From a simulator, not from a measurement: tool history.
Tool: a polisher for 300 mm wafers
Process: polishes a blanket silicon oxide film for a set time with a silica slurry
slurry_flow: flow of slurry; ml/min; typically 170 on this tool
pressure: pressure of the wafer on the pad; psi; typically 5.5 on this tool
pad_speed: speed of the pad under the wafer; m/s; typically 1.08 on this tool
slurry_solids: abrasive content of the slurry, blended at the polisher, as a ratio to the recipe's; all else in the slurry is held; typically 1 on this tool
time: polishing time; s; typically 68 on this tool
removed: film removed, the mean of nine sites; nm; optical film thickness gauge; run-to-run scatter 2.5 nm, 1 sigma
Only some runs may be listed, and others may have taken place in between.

run	day	slurry_flow	pressure	pad_speed	slurry_solids	time	wafers since the last listed run	wafers polished on this pad	hours since the slurry nozzle was cleaned	hours since the head pressure was calibrated	hours since the slurry blender was calibrated	hours since the conditioning disc was replaced	incoming thickness of the incoming film, nm	removed
1	0	145	5.5	1.08	0.85	68	0	665	232.8	655.1	180	194.6	1130.1	232.6
# day 0.517: slurry blender recalibrated
# day 0.929: slurry nozzle cleaned
2	0.975	145	5.5	1.08	0.85	68	252	917	1.1	678.5	11	218	1129	238
3	1.625	170	5.5	1.34	1.05	68	192	1110	16.7	694.1	26.6	233.6	1123.9	335.6
# day 2.571: worn pad replaced by a new one
# day 2.588: conditioning disc replaced and pad reconditioned
4	2.846	170	5.5	1.34	1.05	68	307	77	46	723.4	55.9	6.2	1125.1	337.4
5	3.667	170	5.5	1.34	1.05	68	243	320	65.7	743.1	75.6	25.9	1130.5	333
6	4.979	170	5.5	1.08	1	68	389	709	97.2	774.6	107.1	57.4	1104.9	267.4
7	5.754	170	5.5	1.08	1	68	229	939	115.8	793.2	125.7	76	1135.8	265.1
8	6.392	170	5.5	1.08	1	68	189	1128	131.1	808.5	141	91.3	1124.7	262.9
# day 6.604: worn pad replaced by a new one
9	7.654	170	5.5	1.08	1	68	324	311	161.4	838.8	171.3	121.6	1124.4	261.9
# day 8.817: slurry blender recalibrated
10	8.838	135	5.5	0.76	1	52	326	637	189.8	867.2	0.5	150	1142.5	153.7
# day 10.479: worn pad replaced by a new one
# day 12.558: slurry nozzle cleaned
11	12.7	170	5.5	1.08	1	68	1083	646	3.4	959.9	93.2	242.7	1137.2	264.2
12	14.017	170	4.7	1.08	1	68	390	1036	35	991.5	124.8	274.3	1125.9	232.2
# day 14.592: worn pad replaced by a new one
# day 15.338: head pressure recalibrated
# day 15.4: conditioning disc replaced and pad reconditioned
13	15.479	170	5.5	1.34	1	68	341	220	70.1	3.4	159.9	1.9	1106.9	315
# day 16.258: slurry blender recalibrated
14	16.929	170	5.5	1.08	1	68	405	625	104.9	38.2	16.1	36.7	1124.1	273.6
15	17.762	170	5.5	1.08	1	68	247	872	124.9	58.2	36.1	56.7	1126	271.9
# day 18.55: worn pad replaced by a new one
16	18.571	170	6.2	1.08	1	56	190	6	144.3	77.6	55.5	76.1	1117.7	249.4
17	19.45	170	5.5	1.08	1	81	260	266	165.4	98.7	76.6	97.2	1102.1	320.9
18	20.517	110	5.5	1.08	1	59	316	583	191	124.3	102.2	122.8	1126.6	210.2
19	21.438	210	5.5	0.92	0.9	44	273	856	213.1	146.4	124.3	144.9	1113.8	146

How would selected steps in removed from run to run divide? Give the signed amount a tool lacking its hidden state would still show from settings, what came in and random variation, and the signed amount left for the hidden state, including any gauge scatter that is not in both of the compared results.
Unlogged tool condition in this case: removal rate lost through wear of the pad, %; slurry flow missing at the pad, %; deviation of the head's pressure from its setpoint, %; abrasive missing from the slurry, %; time polished since the conditioner stopped cutting, s.
Run 1 -> 2: slurry blender recalibrated, slurry nozzle cleaned. removed +5.4 nm: hidden state +14, all else -8.6.
Run 17 -> 18: slurry_flow 170 -> 110, time 81 -> 59. removed -110.7 nm: hidden state +2, all else -112.7.

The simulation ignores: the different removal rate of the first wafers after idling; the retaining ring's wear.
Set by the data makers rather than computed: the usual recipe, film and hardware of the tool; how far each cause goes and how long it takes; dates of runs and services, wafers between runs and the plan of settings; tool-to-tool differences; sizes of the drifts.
